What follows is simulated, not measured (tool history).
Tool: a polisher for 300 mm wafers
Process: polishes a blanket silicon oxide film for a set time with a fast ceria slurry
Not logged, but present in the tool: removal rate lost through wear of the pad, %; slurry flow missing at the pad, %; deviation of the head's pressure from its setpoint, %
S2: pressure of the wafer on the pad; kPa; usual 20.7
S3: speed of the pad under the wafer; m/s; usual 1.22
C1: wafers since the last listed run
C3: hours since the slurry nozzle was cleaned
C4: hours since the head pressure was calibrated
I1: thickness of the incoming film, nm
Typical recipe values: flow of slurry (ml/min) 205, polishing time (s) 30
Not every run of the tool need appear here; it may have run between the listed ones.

{"run": 1, "hour": 0.0, "flow of slurry (ml/min)": 205, "S2": 20.7, "S3": 1.22, "polishing time (s)": 30, "C1": 0, "wafers polished on this pad": 954, "C3": 452.2, "C4": 410.8, "I1": 1678.6, "film removed (Å)": 6798}
{"run": 2, "hour": 49.2, "flow of slurry (ml/min)": 205, "S2": 20.7, "S3": 1.22, "polishing time (s)": 30, "C1": 704, "wafers polished on this pad": 1659, "C3": 501.4, "C4": 460, "I1": 1706.5, "film removed (Å)": 6809}
{"run": 3, "hour": 103.0, "flow of slurry (ml/min)": 205, "S2": 20.7, "S3": 1.22, "polishing time (s)": 30, "C1": 770, "wafers polished on this pad": 2429, "C3": 555.2, "C4": 513.8, "I1": 1684.7, "film removed (Å)": 6738}
{"run": 4, "hour": 161.4, "flow of slurry (ml/min)": 205, "S2": 20.7, "S3": 1.22, "polishing time (s)": 30, "C1": 836, "wafers polished on this pad": 3266, "C3": 613.6, "C4": 572.2, "I1": 1712.2, "film removed (Å)": 6790}
{"hour": 163.6, "done": "slurry nozzle cleaned"}
{"run": 5, "hour": 198.9, "flow of slurry (ml/min)": 150, "S2": 20.7, "S3": 1.22, "polishing time (s)": 23, "C1": 522, "wafers polished on this pad": 3788, "C3": 35.3, "C4": 609.7, "I1": 1709.9, "film removed (Å)": 5019}
{"run": 6, "hour": 245.2, "flow of slurry (ml/min)": 150, "S2": 20.7, "S3": 1.22, "polishing time (s)": 23, "C1": 663, "wafers polished on this pad": 4451, "C3": 81.6, "C4": 656, "I1": 1728.7, "film removed (Å)": 4941}
{"run": 7, "hour": 308.9, "flow of slurry (ml/min)": 205, "S2": 20.7, "S3": 1.22, "polishing time (s)": 27, "C1": 912, "wafers polished on this pad": 5363, "C3": 145.3, "C4": 719.7, "I1": 1681.6, "film removed (Å)": 6139}
{"run": 8, "hour": 351.6, "flow of slurry (ml/min)": 205, "S2": 20.7, "S3": 1.22, "polishing time (s)": 27, "C1": 611, "wafers polished on this pad": 5975, "C3": 188, "C4": 762.4, "I1": 1731, "film removed (Å)": 6111}
{"run": 9, "hour": 381.7, "flow of slurry (ml/min)": 205, "S2": 20.7, "S3": 1.22, "polishing time (s)": 27, "C1": 431, "wafers polished on this pad": 6406, "C3": 218.1, "C4": 792.5, "I1": 1717.6, "film removed (Å)": 6090}
{"hour": 402.0, "done": "worn pad replaced by a new one"}
{"run": 10, "hour": 561.4, "flow of slurry (ml/min)": 205, "S2": 20.7, "S3": 1.44, "polishing time (s)": 30, "C1": 2515, "wafers polished on this pad": 2282, "C3": 397.8, "C4": 972.2, "I1": 1684.1, "film removed (Å)": 7953}
{"run": 11, "hour": 592.4, "flow of slurry (ml/min)": 205, "S2": 20.7, "S3": 1.44, "polishing time (s)": 30, "C1": 443, "wafers polished on this pad": 2726, "C3": 428.8, "C4": 1003.2, "I1": 1689.2, "film removed (Å)": 7902}
{"hour": 653.6, "done": "head pressure recalibrated"}
{"run": 12, "hour": 661.0, "flow of slurry (ml/min)": 205, "S2": 20.7, "S3": 1.44, "polishing time (s)": 30, "C1": 953, "wafers polished on this pad": 3680, "C3": 497.4, "C4": 7.4, "I1": 1674.9, "film removed (Å)": 7915}
{"run": 13, "hour": 732.5, "flow of slurry (ml/min)": 205, "S2": 20.7, "S3": 1.22, "polishing time (s)": 30, "C1": 1023, "wafers polished on this pad": 4704, "C3": 568.9, "C4": 78.9, "I1": 1702.4, "film removed (Å)": 6886}
{"hour": 771.5, "done": "slurry nozzle cleaned"}
{"run": 14, "hour": 781.3, "flow of slurry (ml/min)": 205, "S2": 20.7, "S3": 1.22, "polishing time (s)": 30, "C1": 684, "wafers polished on this pad": 5388, "C3": 9.8, "C4": 127.7, "I1": 1661.9, "film removed (Å)": 6806}
{"hour": 816.1, "done": "worn pad replaced by a new one"}
{"run": 15, "hour": 988.9, "flow of slurry (ml/min)": 205, "S2": 20.7, "S3": 1.22, "polishing time (s)": 30, "C1": 2915, "wafers polished on this pad": 2474, "C3": 217.4, "C4": 335.3, "I1": 1696.3, "film removed (Å)": 6760}
{"run": 16, "hour": 1056.7, "flow of slurry (ml/min)": 180, "S2": 20.7, "S3": 0.9, "polishing time (s)": 34, "C1": 970, "wafers polished on this pad": 3445, "C3": 285.2, "C4": 403.1, "I1": 1710.6, "film removed (Å)": 5636}
{"run": 17, "hour": 1083.0, "flow of slurry (ml/min)": 250, "S2": 17.2, "S3": 0.88, "polishing time (s)": 37, "C1": 376, "wafers polished on this pad": 3822, "C3": 311.5, "C4": 429.4, "I1": 1694.7, "film removed (Å)": 5502}
{"run": 18, "hour": 1136.7, "flow of slurry (ml/min)": 205, "S2": 16.5, "S3": 1.22, "polishing time (s)": 30, "C1": 768, "wafers polished on this pad": 4591, "C3": 365.2, "C4": 483.1, "I1": 1687.9, "film removed (Å)": 5815}
{"run": 19, "hour": 1208.5, "flow of slurry (ml/min)": 225, "S2": 20.7, "S3": 1.02, "polishing time (s)": 39, "C1": 1028, "wafers polished on this pad": 5619, "C3": 437, "C4": 554.9, "I1": 1660.8, "film removed (Å)": 7508}
{"run": 20, "hour": 1255.6, "flow of slurry (ml/min)": 205, "S2": 20.7, "S3": 1.22, "polishing time (s)": 30, "C1": 674, "wafers polished on this pad": 6293, "C3": 484.1, "C4": 602, "I1": 1692.2, "film removed (Å)": 6821}
{"hour": 1280.5, "done": "worn pad replaced by a new one"}
{"run": 21, "hour": 1318.0, "flow of slurry (ml/min)": 240, "S2": 14.5, "S3": 1.22, "polishing time (s)": 36, "C1": 836, "wafers polished on this pad": 537, "C3": 546.5, "C4": 664.4, "I1": 1665.3, "film removed (Å)": 6473}
{"run": 22, "hour": 1371.5, "flow of slurry (ml/min)": 205, "S2": 17.9, "S3": 1.22, "polishing time (s)": 30, "C1": 766, "wafers polished on this pad": 1303, "C3": 600, "C4": 717.9, "I1": 1717.5, "film removed (Å)": 6175}
{"hour": 1388.6, "done": "slurry nozzle cleaned"}
{"run": 23, "hour": 1414.5, "flow of slurry (ml/min)": 205, "S2": 15.9, "S3": 1.22, "polishing time (s)": 21, "C1": 601, "wafers polished on this pad": 1904, "C3": 25.9, "C4": 760.9, "I1": 1689.8, "film removed (Å)": 3996}
{"run": 24, "hour": 1469.1, "flow of slurry (ml/min)": 180, "S2": 20.7, "S3": 1.22, "polishing time (s)": 30, "C1": 781, "wafers polished on this pad": 2686, "C3": 80.5, "C4": 815.5, "I1": 1717.4, "film removed (Å)": 6709}
{"run": 25, "hour": 1518.8, "flow of slurry (ml/min)": 205, "S2": 20.7, "S3": 1.44, "polishing time (s)": 30, "C1": 711, "wafers polished on this pad": 3398, "C3": 130.2, "C4": 865.2, "I1": 1684.9, "film removed (Å)": 8165}
{"run": 26, "hour": 1593.1, "flow of slurry (ml/min)": 205, "S2": 14.5, "S3": 1.22, "polishing time (s)": 39, "C1": 1063, "wafers polished on this pad": 4462, "C3": 204.5, "C4": 939.5, "I1": 1712.7, "film removed (Å)": 6912}
{"run": 27, "hour": 1622.7, "flow of slurry (ml/min)": 205, "S2": 20.7, "S3": 1.22, "polishing time (s)": 30, "C1": 423, "wafers polished on this pad": 4886, "C3": 234.1, "C4": 969.1, "I1": 1695.2, "film removed (Å)": 6735}
{"run": 28, "hour": 1686.0, "flow of slurry (ml/min)": 170, "S2": 20.7, "S3": 1.22, "polishing time (s)": 30, "C1": 906, "wafers polished on this pad": 5792, "C3": 297.4, "C4": 1032.4, "I1": 1702.8, "film removed (Å)": 6627}
{"hour": 1713.6, "done": "head pressure recalibrated"}
{"run": 29, "hour": 1727.5, "flow of slurry (ml/min)": 255, "S2": 17.9, "S3": 1.56, "polishing time (s)": 38, "C1": 565, "wafers polished on this pad": 6358, "C3": 338.9, "C4": 13.9, "I1": 1701.9, "film removed (Å)": 10192}
{"hour": 1741.0, "done": "worn pad replaced by a new one"}
{"run": 30, "hour": 1767.9, "flow of slurry (ml/min)": 270, "S2": 16.5, "S3": 1.34, "polishing time (s)": 30, "C1": 521, "wafers polished on this pad": 385, "C3": 379.3, "C4": 54.3, "I1": 1687.7, "film removed (Å)": 6660}
{"run": 31, "hour": 1816.4, "flow of slurry (ml/min)": 205, "S2": 20.7, "S3": 1.22, "polishing time (s)": 30, "C1": 694, "wafers polished on this pad": 1080, "C3": 427.8, "C4": 102.8, "I1": 1724.6, "film removed (Å)": 6792}
{"run": 32, "hour": 1883.7, "flow of slurry (ml/min)": 205, "S2": 20.7, "S3": 1.22, "polishing time (s)": 35, "C1": 963, "wafers polished on this pad": 2044, "C3": 495.1, "C4": 170.1, "I1": 1686.4, "film removed (Å)": 7975}
{"hour": 1918.6, "done": "slurry nozzle cleaned"}
{"run": 33, "hour": 1941.7, "flow of slurry (ml/min)": 180, "S2": 14.5, "S3": 1.22, "polishing time (s)": 39, "C1": 816, "wafers polished on this pad": 2860, "C3": 23.1, "C4": 228.1, "I1": 1715.4, "film removed (Å)": 6837}
{"run": 34, "hour": 1987.2, "flow of slurry (ml/min)": 205, "S2": 25.5, "S3": 1.22, "polishing time (s)": 36, "C1": 651, "wafers polished on this pad": 3511, "C3": 68.6, "C4": 273.6, "I1": 1712.3, "film removed (Å)": 9585}
{"run": 35, "hour": 2022.7, "flow of slurry (ml/min)": 175, "S2": 20.7, "S3": 1.22, "polishing time (s)": 30, "C1": 508, "wafers polished on this pad": 4020, "C3": 104.1, "C4": 309.1, "I1": 1695.5, "film removed (Å)": 6665}
{"run": 36, "hour": 2052.4, "flow of slurry (ml/min)": 245, "S2": 24.1, "S3": 0.98, "polishing time (s)": 38, "C1": 425, "wafers polished on this pad": 4445, "C3": 133.8, "C4": 338.8, "I1": 1670.5, "film removed (Å)": 7790}

Run-by-run hidden state of the tool:
removal rate lost through wear of the pad, %: 0 on each run
slurry flow missing at the pad, %: 0 on each run
deviation of the head's pressure from its setpoint, %: 0 on each run
